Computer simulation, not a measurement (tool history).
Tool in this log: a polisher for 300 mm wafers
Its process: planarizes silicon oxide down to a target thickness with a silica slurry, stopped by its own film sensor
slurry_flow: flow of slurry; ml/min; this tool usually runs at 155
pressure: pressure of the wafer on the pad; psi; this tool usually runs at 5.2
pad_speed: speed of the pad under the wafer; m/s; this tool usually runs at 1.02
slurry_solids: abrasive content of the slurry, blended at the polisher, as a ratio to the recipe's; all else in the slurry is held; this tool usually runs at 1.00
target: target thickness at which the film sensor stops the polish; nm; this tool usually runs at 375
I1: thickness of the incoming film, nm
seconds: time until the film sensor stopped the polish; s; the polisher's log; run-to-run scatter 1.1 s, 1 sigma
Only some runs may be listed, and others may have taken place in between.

Run 1, day 0.000: usual settings; I1 798.5. Result: seconds 122.6 s.
Run 2, day 1.325: usual settings; I1 799.5. Result: seconds 124.0 s.
Run 3, day 3.804: usual settings; I1 797.1. Result: seconds 124.2 s.
Run 4, day 6.133: usual settings; I1 805.4. Result: seconds 126.4 s.
Run 5, day 7.258: usual settings; I1 809.9. Result: seconds 125.5 s.
Run 6, day 8.529: usual settings; I1 787.7. Result: seconds 120.2 s.
Run 7, day 10.138: usual settings; I1 807.4. Result: seconds 124.2 s.
Run 8, day 12.054: usual settings; I1 803.0. Result: seconds 119.6 s.
Run 9, day 14.508: usual settings; I1 800.1. Result: seconds 118.8 s.
Run 10, day 16.717: usual settings; I1 808.8. Result: seconds 124.5 s.
Run 11, day 18.392: usual settings; I1 797.8. Result: seconds 122.7 s.
Run 12, day 19.454: usual settings but slurry_flow 175 ml/min, pressure 5.8 psi, slurry_solids 1.20, target 315 nm; I1 795.3. Result: seconds 112.5 s.
Run 13, day 21.025: usual settings but pressure 6.4 psi, target 489 nm; I1 806.8. Result: seconds 74.8 s.
Run 14, day 23.562: usual settings; I1 812.0. Result: seconds 119.2 s.
Run 15, day 24.638: usual settings but slurry_solids 0.80; I1 812.5. Result: seconds 136.5 s.
Run 16, day 27.379: usual settings; I1 802.2. Result: seconds 118.8 s.
Run 17, day 29.500: usual settings but slurry_flow 205 ml/min, pressure 5.9 psi, pad_speed 1.32 m/s; I1 797.8. Result: seconds 84.9 s.
Run 18, day 30.829: usual settings but pad_speed 0.88 m/s, slurry_solids 0.80; I1 802.8. Result: seconds 153.0 s.
Run 19, day 32.842: usual settings but pad_speed 1.26 m/s, slurry_solids 0.90, target 455 nm; I1 809.3. Result: seconds 85.2 s.
Run 20, day 34.871: usual settings but slurry_flow 170 ml/min, pressure 6.3 psi; I1 811.6. Result: seconds 98.9 s.
Run 21, day 36.946: usual settings but slurry_flow 135 ml/min, pressure 6.5 psi, pad_speed 1.14 m/s, slurry_solids 1.30; I1 794.8. Result: seconds 84.7 s.
Run 22, day 42.896: usual settings but slurry_flow 180 ml/min, slurry_solids 1.15; I1 805.0. Result: seconds 113.1 s.
Run 23, day 44.604: usual settings but slurry_flow 170 ml/min, pressure 4.3 psi, slurry_solids 0.70, target 500 nm; I1 811.0. Result: seconds 122.0 s.
Run 24, day 47.208: usual settings but pressure 6.2 psi, pad_speed 1.14 m/s; I1 787.0. Result: seconds 91.1 s.
Run 25, day 49.996: usual settings but slurry_flow 195 ml/min, target 475 nm; I1 786.9. Result: seconds 85.7 s.

Missing from the log above: 16 entries noted between runs. For each, name the pair of listed runs it sits between and say how the tool's hidden condition differs from the listed run just before to the listed run just after:
Run 3 -> run 4: slurry nozzle cleaned (day 3.871)
  removal rate lost through wear of the pad, %: 5.43 -> 6.18; deviation of the head's pressure from its setpoint, %: 1.9 -> 2.83
  measured less the result without the state, seconds: +4.8 -> +4.8 s
Run 4 -> run 5: slurry blender recalibrated (day 6.667)
  removal rate lost through wear of the pad, %: 6.18 -> 6.41; deviation of the head's pressure from its setpoint, %: 2.83 -> 3.23
  measured less the result without the state, seconds: +4.8 -> +4.7 s
Run 5 -> run 6: conditioning disc replaced and pad reconditioned (day 7.825)
  removal rate lost through wear of the pad, %: 6.41 -> 6.6; deviation of the head's pressure from its setpoint, %: 3.23 -> 3.64
  measured less the result without the state, seconds: +4.7 -> +4.3 s
Run 7 -> run 8: worn pad replaced by a new one (day 10.438)
  removal rate lost through wear of the pad, %: 6.77 -> 2.54; deviation of the head's pressure from its setpoint, %: 4.11 -> 4.6
  measured less the result without the state, seconds: +4.2 -> -1.7 s
Run 9 -> run 10: slurry blender recalibrated (day 16.662)
  removal rate lost through wear of the pad, %: 4.53 -> 5.51; deviation of the head's pressure from its setpoint, %: 5.14 -> 5.56
  measured less the result without the state, seconds: +0.3 -> +1.1 s
Run 11 -> run 12: slurry nozzle cleaned (day 18.842); conditioning disc replaced and pad reconditioned (day 19.433)
  removal rate lost through wear of the pad, %: 5.96 -> 6.16; deviation of the head's pressure from its setpoint, %: 5.83 -> 5.99
  measured less the result without the state, seconds: +1.4 -> +1.3 s
Run 13 -> run 14: worn pad replaced by a new one (day 22.504)
  removal rate lost through wear of the pad, %: 6.37 -> 2.46; deviation of the head's pressure from its setpoint, %: 6.2 -> 6.5
  measured less the result without the state, seconds: +1.0 -> -3.8 s
Run 16 -> run 17: slurry blender recalibrated (day 27.833)
  removal rate lost through wear of the pad, %: 5.53 -> 6.3; deviation of the head's pressure from its setpoint, %: 6.85 -> 7.01
  measured less the result without the state, seconds: -0.2 -> +0.4 s
Run 17 -> run 18: conditioning disc replaced and pad reconditioned (day 30.271)
  removal rate lost through wear of the pad, %: 6.3 -> 6.61; deviation of the head's pressure from its setpoint, %: 7.01 -> 7.1
  measured less the result without the state, seconds: +0.4 -> +1.1 s
Run 18 -> run 19: worn pad replaced by a new one (day 32.471)
  removal rate lost through wear of the pad, %: 6.61 -> 0.938; deviation of the head's pressure from its setpoint, %: 7.1 -> 7.22
  measured less the result without the state, seconds: +1.1 -> -4.6 s
Run 20 -> run 21: slurry nozzle cleaned (day 36.600); head pressure recalibrated (day 36.925)
  removal rate lost through wear of the pad, %: 3.32 -> 4.76; deviation of the head's pressure from its setpoint, %: 7.33 -> 0.824
  measured less the result without the state, seconds: -2.9 -> +3.4 s
Run 21 -> run 22: slurry blender recalibrated (day 40.488); conditioning disc replaced and pad reconditioned (day 41.462)
  removal rate lost through wear of the pad, %: 4.76 -> 6.36; deviation of the head's pressure from its setpoint, %: 0.824 -> 3.7
  measured less the result without the state, seconds: +3.4 -> +3.7 s
Run 22 -> run 23: worn pad replaced by a new one (day 43.917)
  removal rate lost through wear of the pad, %: 6.36 -> 1.41; deviation of the head's pressure from its setpoint, %: 3.7 -> 4.32
  measured less the result without the state, seconds: +3.7 -> -2.9 s
